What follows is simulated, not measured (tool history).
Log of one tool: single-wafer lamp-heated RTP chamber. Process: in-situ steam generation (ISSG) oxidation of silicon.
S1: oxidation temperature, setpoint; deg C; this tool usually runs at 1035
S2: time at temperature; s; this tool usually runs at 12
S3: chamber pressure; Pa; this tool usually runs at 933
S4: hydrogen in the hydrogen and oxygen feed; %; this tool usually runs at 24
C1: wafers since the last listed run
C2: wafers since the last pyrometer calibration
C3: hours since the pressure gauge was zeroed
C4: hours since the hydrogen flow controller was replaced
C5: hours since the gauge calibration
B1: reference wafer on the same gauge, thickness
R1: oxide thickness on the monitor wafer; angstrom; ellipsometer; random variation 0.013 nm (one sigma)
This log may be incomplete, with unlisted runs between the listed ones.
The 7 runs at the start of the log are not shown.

run 8 hour=88.2 | S1=1053 S2=10 S3=920 S4=32 | C1=213 C2=2024 C3=5122.3 C4=72.2 C5=183.8 | B1=5.801 | R1=56.35
run 9 hour=106.1 | S1=1035 S2=12 S3=933 S4=24 | C1=328 C2=2353 C3=5140.2 C4=90.1 C5=201.7 | B1=5.811 | R1=52.25
-- hour=120.3 pyrometer window cleaned and pyrometer calibrated
run 10 hour=120.8 | S1=1053 S2=13 S3=987 S4=31 | C1=123 C2=9 C3=5154.9 C4=104.8 C5=216.4 | B1=5.809 | R1=63.55
run 11 hour=134.4 | S1=1035 S2=12 S3=1000 S4=24 | C1=249 C2=259 C3=5168.5 C4=118.4 C5=230 | B1=5.81 | R1=52.5
-- hour=142.7 pressure gauge zeroed
run 12 hour=148.4 | S1=1035 S2=12 S3=933 S4=24 | C1=110 C2=369 C3=5.7 C4=132.4 C5=244 | B1=5.811 | R1=52.23
run 13 hour=165.5 | S1=1035 S2=9 S3=933 S4=24 | C1=314 C2=683 C3=22.8 C4=149.5 C5=261.1 | B1=5.808 | R1=45.74
run 14 hour=179.8 | S1=1016 S2=15 S3=933 S4=24 | C1=262 C2=946 C3=37.1 C4=163.8 C5=275.4 | B1=5.807 | R1=53.37
run 15 hour=189.2 | S1=1030 S2=15 S3=933 S4=24 | C1=172 C2=1119 C3=46.5 C4=173.2 C5=284.8 | B1=5.805 | R1=56.86
run 16 hour=196.9 | S1=1035 S2=12 S3=933 S4=24 | C1=141 C2=1260 C3=54.2 C4=180.9 C5=292.5 | B1=5.811 | R1=51.97
run 17 hour=209.8 | S1=1029 S2=12 S3=933 S4=27 | C1=237 C2=1497 C3=67.1 C4=193.8 C5=305.4 | B1=5.81 | R1=52.62

Run 18, settings as shown, results not yet in. Your forecast:
run 18 hour=218.2 | S1=1035 S2=16 S3=933 S4=32 | C1=154 C2=1652 C3=75.5 C4=202.2 C5=313.8 | B1=? | R1=?

Run 18 produced B1 5.813, R1 64.96 angstrom.
With no hidden state in the tool, this same run would have given R1 64.96 angstrom.

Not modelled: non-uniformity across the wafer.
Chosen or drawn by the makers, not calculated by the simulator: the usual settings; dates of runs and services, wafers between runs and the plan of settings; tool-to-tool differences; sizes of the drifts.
